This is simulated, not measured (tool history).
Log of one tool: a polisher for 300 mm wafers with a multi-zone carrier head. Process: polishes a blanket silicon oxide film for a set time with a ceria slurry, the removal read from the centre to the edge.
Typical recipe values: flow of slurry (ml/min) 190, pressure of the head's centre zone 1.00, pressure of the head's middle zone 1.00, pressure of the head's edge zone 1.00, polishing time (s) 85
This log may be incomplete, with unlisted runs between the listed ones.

run	hour	flow of slurry (ml/min)	pressure of the head's centre zone	pressure of the head's middle zone	pressure of the head's edge zone	polishing time (s)	wafers since the last listed run	wafers polished on this pad	hours since the slurry nozzle was cleaned	hours since the centre zone pressure was calibrated	hours since the edge zone pressure was calibrated	hours since the carrier head's membrane was replaced	incoming thickness of the incoming film, nm	film removed at the wafer's centre (angstrom)	film removed at mid-radius (angstrom)	film removed at the wafer's edge (angstrom)
1	0.0	190	1.00	1.00	1.09	85	0	538	253.2	1052.9	91.6	555.5	1886.6	6369	6108	6175
2	23.0	190	1.00	1.00	1.09	85	190	729	276.2	1075.9	114.6	578.5	1888.5	6122	5969	6077
3	56.2	190	1.00	1.00	1.00	85	274	1003	309.4	1109.1	147.8	611.7	1929.0	5992	5958	5728
# hour 78.3: worn pad replaced by a new one
4	90.4	190	1.00	1.00	1.00	85	249	99	343.6	1143.3	182.0	645.9	1879.8	6442	6400	6225
5	121.5	190	1.00	1.00	1.00	85	257	357	374.7	1174.4	213.1	677.0	1902.4	6266	6116	5875
6	156.5	190	1.00	1.00	1.00	85	289	646	409.7	1209.4	248.1	712.0	1878.2	6007	5895	5876
7	181.3	190	0.96	1.00	1.00	85	205	852	434.5	1234.2	272.9	736.8	1867.4	5672	5812	5759
8	197.1	190	0.96	1.00	1.00	85	130	982	450.3	1250.0	288.7	752.6	1896.7	5702	5784	5599
# hour 206.1: carrier head's membrane replaced by a new one
9	216.3	190	0.96	1.00	1.00	85	117	1100	469.5	1269.2	307.9	10.2	1873.7	5566	5733	5679
10	233.1	190	0.90	1.06	1.00	99	139	1239	486.3	1286.0	324.7	27.0	1873.3	6048	6840	6544
# hour 245.4: worn pad replaced by a new one
# hour 256.5: edge zone pressure recalibrated
# hour 257.8: slurry nozzle cleaned
# hour 296.0: centre zone pressure recalibrated
11	303.1	190	1.00	1.08	1.00	85	504	435	45.3	7.1	46.6	97.0	1858.3	6293	6461	5901
12	323.7	135	1.00	1.00	1.00	85	170	606	65.9	27.7	67.2	117.6	1911.8	5561	5531	5489
13	343.8	190	1.00	1.00	1.00	66	166	772	86.0	47.8	87.3	137.7	1897.4	4709	4592	4605
14	356.8	190	1.00	1.00	1.08	85	107	880	99.0	60.8	100.3	150.7	1892.3	5934	5923	5916
15	372.1	190	0.95	1.00	1.11	85	126	1006	114.3	76.1	115.6	166.0	1912.3	5717	5873	5978
16	389.3	190	1.00	1.00	1.09	85	142	1149	131.5	93.3	132.8	183.2	1900.4	5970	5800	6020
17	404.9	190	1.00	1.00	1.00	85	129	1278	147.1	108.9	148.4	198.8	1897.0	5952	5833	5743
# hour 414.6: worn pad replaced by a new one
18	473.3	190	1.00	1.00	1.00	55	532	486	215.5	177.3	216.8	267.2	1880.7	4000	3905	3892

Here are 4 independent what-if runs from the current tool condition. What would each one return?
A	473.7	190	1.00	1.00	1.00	85	3	489	215.9	177.7	217.2	267.6	1877.5	?	?	?
B	473.7	235	1.00	1.00	1.00	85	3	489	215.9	177.7	217.2	267.6	1877.5	?	?	?
C	473.7	190	0.90	1.00	1.00	85	3	489	215.9	177.7	217.2	267.6	1877.5	?	?	?
D	473.7	190	0.97	1.00	1.00	85	3	489	215.9	177.7	217.2	267.6	1877.5	?	?	?

run	film removed at the wafer's centre (angstrom)	film removed at mid-radius (angstrom)	film removed at the wafer's edge (angstrom)
A	6205	6159	6125
B	6440	6368	6279
C	5592	6163	6125
D	6021	6160	6125
Without the tool's unlogged condition, the same runs would have read:
run	film removed at the wafer's centre (angstrom)	film removed at mid-radius (angstrom)	film removed at the wafer's edge (angstrom)
A	6925	6867	6813
B	7173	7088	6976
C	6240	6870	6813
D	6719	6868	6813
